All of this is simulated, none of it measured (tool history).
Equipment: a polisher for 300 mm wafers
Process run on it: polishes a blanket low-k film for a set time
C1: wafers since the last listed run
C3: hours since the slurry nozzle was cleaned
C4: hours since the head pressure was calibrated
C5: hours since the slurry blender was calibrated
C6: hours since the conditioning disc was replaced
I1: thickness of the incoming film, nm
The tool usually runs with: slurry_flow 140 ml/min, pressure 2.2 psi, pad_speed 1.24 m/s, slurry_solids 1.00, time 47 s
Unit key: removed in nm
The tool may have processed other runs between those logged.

{"run": 1, "hour": 0.0, "slurry_flow": 140, "pressure": 2.2, "pad_speed": 1.24, "slurry_solids": 1.0, "time": 47, "C1": 0, "wafers polished on this pad": 12, "C3": 85.7, "C4": 1254.2, "C5": 176.5, "C6": 260.4, "I1": 313.2, "removed": 28.6}
{"hour": 30.3, "done": "head pressure recalibrated"}
{"run": 2, "hour": 35.5, "slurry_flow": 140, "pressure": 2.2, "pad_speed": 1.24, "slurry_solids": 1.0, "time": 47, "C1": 410, "wafers polished on this pad": 423, "C3": 121.2, "C4": 5.2, "C5": 212.0, "C6": 295.9, "I1": 315.5, "removed": 27.5}
{"run": 3, "hour": 54.3, "slurry_flow": 165, "pressure": 1.9, "pad_speed": 1.24, "slurry_solids": 1.0, "time": 47, "C1": 230, "wafers polished on this pad": 654, "C3": 140.0, "C4": 24.0, "C5": 230.8, "C6": 314.7, "I1": 309.8, "removed": 24.9}
{"run": 4, "hour": 89.5, "slurry_flow": 140, "pressure": 2.2, "pad_speed": 1.24, "slurry_solids": 1.0, "time": 43, "C1": 431, "wafers polished on this pad": 1085, "C3": 175.2, "C4": 59.2, "C5": 266.0, "C6": 349.9, "I1": 306.2, "removed": 25.2}
{"run": 5, "hour": 106.8, "slurry_flow": 140, "pressure": 2.2, "pad_speed": 1.24, "slurry_solids": 1.0, "time": 43, "C1": 212, "wafers polished on this pad": 1298, "C3": 192.5, "C4": 76.5, "C5": 283.3, "C6": 367.2, "I1": 309.5, "removed": 24.9}
{"hour": 119.9, "done": "slurry nozzle cleaned"}
{"run": 6, "hour": 136.7, "slurry_flow": 140, "pressure": 2.2, "pad_speed": 1.24, "slurry_solids": 1.0, "time": 47, "C1": 354, "wafers polished on this pad": 1652, "C3": 16.8, "C4": 106.4, "C5": 313.2, "C6": 397.1, "I1": 312.4, "removed": 27.4}
{"run": 7, "hour": 155.8, "slurry_flow": 140, "pressure": 2.2, "pad_speed": 1.24, "slurry_solids": 1.3, "time": 62, "C1": 234, "wafers polished on this pad": 1886, "C3": 35.9, "C4": 125.5, "C5": 332.3, "C6": 416.2, "I1": 312.2, "removed": 40.4}
{"run": 8, "hour": 179.8, "slurry_flow": 140, "pressure": 2.2, "pad_speed": 1.06, "slurry_solids": 1.25, "time": 55, "C1": 294, "wafers polished on this pad": 2180, "C3": 59.9, "C4": 149.5, "C5": 356.3, "C6": 440.2, "I1": 310.6, "removed": 31.6}
{"run": 9, "hour": 200.4, "slurry_flow": 140, "pressure": 2.2, "pad_speed": 1.24, "slurry_solids": 1.0, "time": 47, "C1": 252, "wafers polished on this pad": 2433, "C3": 80.5, "C4": 170.1, "C5": 376.9, "C6": 460.8, "I1": 311.6, "removed": 27.2}
{"hour": 211.0, "done": "worn pad replaced by a new one"}
{"run": 10, "hour": 228.9, "slurry_flow": 120, "pressure": 2.2, "pad_speed": 1.24, "slurry_solids": 1.2, "time": 40, "C1": 300, "wafers polished on this pad": 219, "C3": 109.0, "C4": 198.6, "C5": 405.4, "C6": 489.3, "I1": 309.8, "removed": 23.8}
{"run": 11, "hour": 260.9, "slurry_flow": 140, "pressure": 2.2, "pad_speed": 1.24, "slurry_solids": 1.0, "time": 47, "C1": 392, "wafers polished on this pad": 611, "C3": 141.0, "C4": 230.6, "C5": 437.4, "C6": 521.3, "I1": 313.6, "removed": 26.5}
{"hour": 283.0, "done": "conditioning disc replaced and pad reconditioned"}
{"run": 12, "hour": 290.4, "slurry_flow": 140, "pressure": 2.2, "pad_speed": 1.24, "slurry_solids": 1.0, "time": 47, "C1": 337, "wafers polished on this pad": 948, "C3": 170.5, "C4": 260.1, "C5": 466.9, "C6": 7.4, "I1": 313.5, "removed": 28.6}
{"hour": 309.5, "done": "slurry nozzle cleaned"}
{"run": 13, "hour": 313.2, "slurry_flow": 140, "pressure": 2.2, "pad_speed": 1.48, "slurry_solids": 1.0, "time": 60, "C1": 267, "wafers polished on this pad": 1216, "C3": 3.7, "C4": 282.9, "C5": 489.7, "C6": 30.2, "I1": 311.6, "removed": 41.3}
{"hour": 316.8, "done": "slurry blender recalibrated"}
{"run": 14, "hour": 325.9, "slurry_flow": 140, "pressure": 2.2, "pad_speed": 0.88, "slurry_solids": 1.0, "time": 31, "C1": 131, "wafers polished on this pad": 1347, "C3": 16.4, "C4": 295.6, "C5": 9.1, "C6": 42.9, "I1": 307.7, "removed": 14.6}
{"run": 15, "hour": 361.8, "slurry_flow": 140, "pressure": 1.4, "pad_speed": 0.88, "slurry_solids": 1.0, "time": 47, "C1": 440, "wafers polished on this pad": 1787, "C3": 52.3, "C4": 331.5, "C5": 45.0, "C6": 78.8, "I1": 307.1, "removed": 14.1}
{"hour": 381.6, "done": "worn pad replaced by a new one"}
{"run": 16, "hour": 394.5, "slurry_flow": 115, "pressure": 2.9, "pad_speed": 0.82, "slurry_solids": 1.0, "time": 47, "C1": 351, "wafers polished on this pad": 158, "C3": 85.0, "C4": 364.2, "C5": 77.7, "C6": 111.5, "I1": 312.1, "removed": 26.3}
{"run": 17, "hour": 412.1, "slurry_flow": 140, "pressure": 2.9, "pad_speed": 1.06, "slurry_solids": 1.2, "time": 47, "C1": 215, "wafers polished on this pad": 373, "C3": 102.6, "C4": 381.8, "C5": 95.3, "C6": 129.1, "I1": 311.9, "removed": 34.7}
{"run": 18, "hour": 437.2, "slurry_flow": 180, "pressure": 2.8, "pad_speed": 1.24, "slurry_solids": 1.2, "time": 57, "C1": 307, "wafers polished on this pad": 681, "C3": 127.7, "C4": 406.9, "C5": 120.4, "C6": 154.2, "I1": 311.2, "removed": 47.6}
{"run": 19, "hour": 451.1, "slurry_flow": 140, "pressure": 2.2, "pad_speed": 1.04, "slurry_solids": 1.0, "time": 47, "C1": 170, "wafers polished on this pad": 852, "C3": 141.6, "C4": 420.8, "C5": 134.3, "C6": 168.1, "I1": 312.7, "removed": 24.5}
{"run": 20, "hour": 483.1, "slurry_flow": 180, "pressure": 2.2, "pad_speed": 1.24, "slurry_solids": 0.8, "time": 38, "C1": 392, "wafers polished on this pad": 1244, "C3": 173.6, "C4": 452.8, "C5": 166.3, "C6": 200.1, "I1": 305.8, "removed": 20.7}
{"run": 21, "hour": 497.5, "slurry_flow": 140, "pressure": 2.2, "pad_speed": 1.24, "slurry_solids": 1.0, "time": 47, "C1": 176, "wafers polished on this pad": 1421, "C3": 188.0, "C4": 467.2, "C5": 180.7, "C6": 214.5, "I1": 309.2, "removed": 27.3}
{"hour": 501.4, "done": "slurry nozzle cleaned"}
{"run": 22, "hour": 511.2, "slurry_flow": 185, "pressure": 2.2, "pad_speed": 1.24, "slurry_solids": 0.8, "time": 47, "C1": 155, "wafers polished on this pad": 1576, "C3": 9.8, "C4": 480.9, "C5": 194.4, "C6": 228.2, "I1": 309.6, "removed": 25.4}
{"run": 23, "hour": 546.5, "slurry_flow": 140, "pressure": 3.0, "pad_speed": 0.96, "slurry_solids": 1.0, "time": 47, "C1": 432, "wafers polished on this pad": 2009, "C3": 45.1, "C4": 516.2, "C5": 229.7, "C6": 263.5, "I1": 308.7, "removed": 30.4}
{"run": 24, "hour": 574.1, "slurry_flow": 140, "pressure": 3.0, "pad_speed": 0.96, "slurry_solids": 1.0, "time": 47, "C1": 338, "wafers polished on this pad": 2348, "C3": 72.7, "C4": 543.8, "C5": 257.3, "C6": 291.1, "I1": 306.8, "removed": 30.2}
{"hour": 595.3, "done": "worn pad replaced by a new one"}
{"run": 25, "hour": 595.8, "slurry_flow": 140, "pressure": 2.2, "pad_speed": 1.24, "slurry_solids": 1.0, "time": 47, "C1": 217, "wafers polished on this pad": 5, "C3": 94.4, "C4": 565.5, "C5": 279.0, "C6": 312.8, "I1": 303.8, "removed": 26.8}
{"run": 26, "hour": 607.7, "slurry_flow": 140, "pressure": 2.2, "pad_speed": 0.98, "slurry_solids": 1.0, "time": 47, "C1": 145, "wafers polished on this pad": 151, "C3": 106.3, "C4": 577.4, "C5": 290.9, "C6": 324.7, "I1": 306.9, "removed": 23.0}
{"run": 27, "hour": 619.8, "slurry_flow": 190, "pressure": 2.9, "pad_speed": 1.24, "slurry_solids": 0.85, "time": 47, "C1": 148, "wafers polished on this pad": 300, "C3": 118.4, "C4": 589.5, "C5": 303.0, "C6": 336.8, "I1": 314.8, "removed": 33.5}

Alternative continuations, all from the tool just after run 27; predict every row:
{"run": "A", "hour": 620.2, "slurry_flow": 140, "pressure": 2.2, "pad_speed": 1.24, "slurry_solids": 0.9, "time": 47, "C1": 4, "wafers polished on this pad": 304, "C3": 118.8, "C4": 589.9, "C5": 303.4, "C6": 337.2, "I1": 308.7, "removed": "?"}
{"run": "B", "hour": 620.2, "slurry_flow": 140, "pressure": 1.9, "pad_speed": 1.38, "slurry_solids": 0.75, "time": 33, "C1": 4, "wafers polished on this pad": 304, "C3": 118.8, "C4": 589.9, "C5": 303.4, "C6": 337.2, "I1": 308.7, "removed": "?"}
{"run": "C", "hour": 620.2, "slurry_flow": 140, "pressure": 2.2, "pad_speed": 1.08, "slurry_solids": 1.0, "time": 47, "C1": 4, "wafers polished on this pad": 304, "C3": 118.8, "C4": 589.9, "C5": 303.4, "C6": 337.2, "I1": 308.7, "removed": "?"}

run=A removed=25.5
run=B removed=15.2
run=C removed=24.6
With the hidden condition removed and each run's random variation left untouched, the same runs would have given:
run=A removed=28.2
run=B removed=16.7
run=C removed=26.9
